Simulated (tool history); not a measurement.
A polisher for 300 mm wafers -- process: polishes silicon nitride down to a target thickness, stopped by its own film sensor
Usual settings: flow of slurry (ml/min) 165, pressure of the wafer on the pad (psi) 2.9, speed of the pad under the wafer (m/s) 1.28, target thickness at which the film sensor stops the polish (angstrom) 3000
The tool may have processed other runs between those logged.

| run | hour | flow of slurry (ml/min) | pressure of the wafer on the pad (psi) | speed of the pad under the wafer (m/s) | target thickness at which the film sensor stops the polish (angstrom) | wafers since the last listed run | wafers polished on this pad | hours since the slurry nozzle was cleaned | hours since the head pressure was calibrated | incoming thickness of the incoming film, nm | time until the film sensor stopped the polish (s) |
|---|---|---|---|---|---|---|---|---|---|---|---|
| 1 | 0.0 | 165 | 2.9 | 1.28 | 3000 | 0 | 764 | 214.1 | 376.0 | 511.2 | 126.3 |
| 2 | 20.7 | 175 | 2.9 | 1.28 | 3000 | 173 | 938 | 234.8 | 396.7 | 513.5 | 124.9 |
|  | 27.3 | slurry nozzle cleaned |
| 3 | 52.6 | 165 | 2.9 | 1.28 | 2470 | 258 | 1197 | 25.3 | 428.6 | 505.3 | 151.7 |
| 4 | 70.9 | 165 | 2.9 | 1.28 | 2470 | 153 | 1350 | 43.6 | 446.9 | 501.3 | 148.3 |
| 5 | 85.4 | 165 | 2.9 | 1.28 | 2470 | 121 | 1471 | 58.1 | 461.4 | 517.4 | 157.1 |
| 6 | 114.9 | 165 | 2.9 | 1.28 | 3000 | 247 | 1718 | 87.6 | 490.9 | 511.2 | 126.4 |
|  | 121.5 | worn pad replaced by a new one |
| 7 | 127.0 | 140 | 2.9 | 1.28 | 3000 | 67 | 46 | 99.7 | 503.0 | 517.2 | 123.2 |
| 8 | 151.8 | 140 | 2.9 | 1.28 | 3000 | 207 | 254 | 124.5 | 527.8 | 515.8 | 125.3 |
| 9 | 183.6 | 165 | 2.9 | 1.28 | 3000 | 266 | 520 | 156.3 | 559.6 | 503.9 | 113.9 |
| 10 | 197.7 | 165 | 2.9 | 1.28 | 3000 | 118 | 638 | 170.4 | 573.7 | 501.3 | 112.3 |
| 11 | 215.9 | 165 | 2.9 | 1.28 | 3000 | 152 | 791 | 188.6 | 591.9 | 509.3 | 118.9 |
| 12 | 249.4 | 165 | 2.9 | 1.28 | 3000 | 280 | 1071 | 222.1 | 625.4 | 505.7 | 117.7 |
| 13 | 299.2 | 165 | 2.9 | 1.28 | 3000 | 417 | 1488 | 271.9 | 675.2 | 504.6 | 123.0 |
|  | 303.7 | worn pad replaced by a new one |
| 14 | 314.4 | 165 | 2.9 | 1.28 | 3000 | 93 | 89 | 287.1 | 690.4 | 521.6 | 123.3 |
|  | 318.6 | slurry nozzle cleaned |
| 15 | 342.6 | 165 | 2.9 | 1.28 | 3000 | 227 | 317 | 24.0 | 718.6 | 507.3 | 115.5 |
| 16 | 366.3 | 165 | 2.9 | 1.28 | 3000 | 198 | 515 | 47.7 | 742.3 | 506.6 | 120.4 |
| 17 | 393.9 | 150 | 2.9 | 1.28 | 3000 | 231 | 747 | 75.3 | 769.9 | 513.5 | 123.2 |
| 18 | 425.9 | 150 | 2.9 | 1.28 | 3000 | 268 | 1015 | 107.3 | 801.9 | 502.9 | 124.5 |
| 19 | 451.7 | 165 | 2.9 | 1.28 | 3000 | 216 | 1231 | 133.1 | 827.7 | 515.2 | 129.2 |
| 20 | 465.0 | 165 | 2.9 | 1.28 | 3580 | 111 | 1342 | 146.4 | 841.0 | 500.7 | 84.2 |
|  | 478.2 | worn pad replaced by a new one |
| 21 | 493.0 | 165 | 3.9 | 1.28 | 3000 | 201 | 123 | 174.4 | 869.0 | 502.9 | 83.9 |
|  | 504.9 | head pressure recalibrated |
| 22 | 519.0 | 175 | 2.9 | 1.28 | 3000 | 201 | 324 | 200.4 | 14.1 | 504.1 | 114.8 |
| 23 | 552.4 | 165 | 2.9 | 1.28 | 3580 | 279 | 604 | 233.8 | 47.5 | 503.6 | 87.2 |
| 24 | 585.9 | 165 | 2.9 | 1.28 | 3680 | 280 | 885 | 267.3 | 81.0 | 513.3 | 84.8 |
| 25 | 599.7 | 115 | 3.8 | 0.90 | 2350 | 115 | 1000 | 281.1 | 94.8 | 518.9 | 179.6 |
|  | 610.5 | slurry nozzle cleaned |
| 26 | 623.6 | 165 | 2.9 | 1.28 | 3000 | 191 | 1192 | 13.1 | 118.7 | 502.3 | 120.8 |
| 27 | 647.6 | 165 | 2.9 | 1.28 | 3000 | 201 | 1393 | 37.1 | 142.7 | 513.8 | 126.5 |
| 28 | 668.1 | 165 | 2.9 | 1.28 | 3000 | 171 | 1565 | 57.6 | 163.2 | 507.3 | 122.2 |
|  | 683.4 | worn pad replaced by a new one |
| 29 | 702.3 | 205 | 2.9 | 1.28 | 3000 | 252 | 157 | 91.8 | 197.4 | 508.6 | 111.7 |
| 30 | 720.9 | 225 | 3.6 | 1.06 | 3000 | 155 | 313 | 110.4 | 216.0 | 513.5 | 106.8 |
| 31 | 746.0 | 165 | 3.4 | 1.42 | 2470 | 210 | 523 | 135.5 | 241.1 | 517.6 | 125.1 |
| 32 | 775.8 | 210 | 2.3 | 1.28 | 3580 | 249 | 773 | 165.3 | 270.9 | 512.3 | 109.0 |
| 33 | 793.7 | 165 | 2.9 | 1.02 | 3000 | 149 | 923 | 183.2 | 288.8 | 515.1 | 147.1 |
| 34 | 823.6 | 165 | 2.9 | 1.00 | 3000 | 250 | 1173 | 213.1 | 318.7 | 518.4 | 151.9 |
| 35 | 841.7 | 165 | 2.9 | 1.70 | 3430 | 151 | 1325 | 231.2 | 336.8 | 506.0 | 80.9 |
|  | 852.1 | slurry nozzle cleaned |
| 36 | 864.7 | 165 | 2.9 | 1.28 | 3000 | 184 | 1509 | 12.6 | 359.8 | 515.8 | 125.7 |
|  | 903.6 | worn pad replaced by a new one |
| 37 | 967.7 | 140 | 2.9 | 1.28 | 3300 | 829 | 537 | 115.6 | 462.8 | 513.7 | 111.3 |

Each row is a separate what-if for the run after 37, all from the same tool condition, not one after another. Results?
| A | 968.2 | 165 | 2.9 | 1.28 | 3000 | 4 | 541 | 116.1 | 463.3 | 509.7 | ? |
| B | 968.2 | 140 | 2.9 | 1.28 | 2370 | 4 | 541 | 116.1 | 463.3 | 509.7 | ? |
| C | 968.2 | 215 | 2.9 | 1.28 | 3000 | 4 | 541 | 116.1 | 463.3 | 509.7 | ? |
| D | 968.2 | 140 | 2.5 | 1.48 | 3290 | 4 | 541 | 116.1 | 463.3 | 509.7 | ? |

| run | time until the film sensor stopped the polish (s) |
|---|---|
| A | 123.5 |
| B | 165.8 |
| C | 118.6 |
| D | 114.8 |
With no hidden state in the tool, these same runs would have given:
| run | time until the film sensor stopped the polish (s) |
|---|---|
| A | 115.5 |
| B | 155.0 |
| C | 110.9 |
| D | 107.3 |
